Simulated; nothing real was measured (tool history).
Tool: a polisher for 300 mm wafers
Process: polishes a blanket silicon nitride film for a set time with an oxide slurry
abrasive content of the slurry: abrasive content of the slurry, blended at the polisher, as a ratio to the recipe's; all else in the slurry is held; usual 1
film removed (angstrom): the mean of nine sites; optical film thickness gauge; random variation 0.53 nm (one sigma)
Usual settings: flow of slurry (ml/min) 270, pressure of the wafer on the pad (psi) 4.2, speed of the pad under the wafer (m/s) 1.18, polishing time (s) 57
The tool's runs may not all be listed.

run	hour	flow of slurry (ml/min)	pressure of the wafer on the pad (psi)	speed of the pad under the wafer (m/s)	abrasive content of the slurry	polishing time (s)	wafers since the last listed run	wafers polished on this pad	hours since the slurry nozzle was cleaned	hours since the head pressure was calibrated	hours since the slurry blender was calibrated	hours since the conditioning disc was replaced	incoming thickness of the incoming film, nm	film removed (angstrom)
1	0	325	4.2	1.18	1	57	0	1721	201.9	279.4	271.3	94.2	603.4	560
2	70	325	4.2	1.18	1	57	449	2170	271.9	349.4	341.3	164.2	595.9	555
3	139.8	270	4.2	1.18	1	57	447	2618	341.7	419.2	411.1	234	604.6	558
# hour 167.2: slurry blender recalibrated
# hour 178.3: worn pad replaced by a new one
4	188.6	270	4.2	1.18	1	57	274	65	390.5	468	21.4	282.8	604.5	544
5	251.8	270	4.2	1.18	1	57	405	471	453.7	531.2	84.6	346	613.5	538
# hour 303.5: conditioning disc replaced and pad reconditioned
6	308.5	350	5.2	1.18	0.9	38	351	822	510.4	587.9	141.3	5	602	428
7	345.3	200	3.7	1.18	0.85	57	236	1058	547.2	624.7	178.1	41.8	600.7	417
8	400.3	270	4.2	1.18	1	57	352	1411	602.2	679.7	233.1	96.8	601.7	532
9	424.4	310	4.2	1.18	1	57	154	1566	626.3	703.8	257.2	120.9	602.6	528
10	491.9	315	4.2	1.18	1	57	433	1999	693.8	771.3	324.7	188.4	607	535
# hour 500.3: slurry nozzle cleaned
# hour 530.4: worn pad replaced by a new one
11	542.6	270	4.2	1.3	0.85	57	293	78	42.3	822	375.4	239.1	612.9	520
12	592.8	270	4.2	1.18	1	57	322	400	92.5	872.2	425.6	289.3	593.5	530
13	624.8	270	3.4	1.58	1	44	205	605	124.5	904.2	457.6	321.3	607.7	415
# hour 660.6: slurry blender recalibrated
# hour 673.3: head pressure recalibrated
# hour 683.4: conditioning disc replaced and pad reconditioned
14	691.6	270	4.2	0.94	1	57	390	995	191.3	18.3	31	8.2	607.9	477
15	737.2	270	4.2	1.18	1	57	292	1288	236.9	63.9	76.6	53.8	597.2	567
16	764.4	270	4.2	0.98	1	41	174	1462	264.1	91.1	103.8	81	597.5	348
17	816	270	4.2	1.18	1	57	331	1794	315.7	142.7	155.4	132.6	595.8	562
18	868.2	320	3.3	1.44	1	57	334	2129	367.9	194.9	207.6	184.8	599	522
19	900.9	320	4.2	1.18	1	57	209	2338	400.6	227.6	240.3	217.5	605	568

Run 20 comes next. What will it give?
20	959.4	205	3.3	1.18	1	57	375	2714	459.1	286.1	298.8	276	604.2	?

Run 20 gave film removed (angstrom) 419.
Without the tool's hidden state the same run would have given film removed (angstrom) 427.
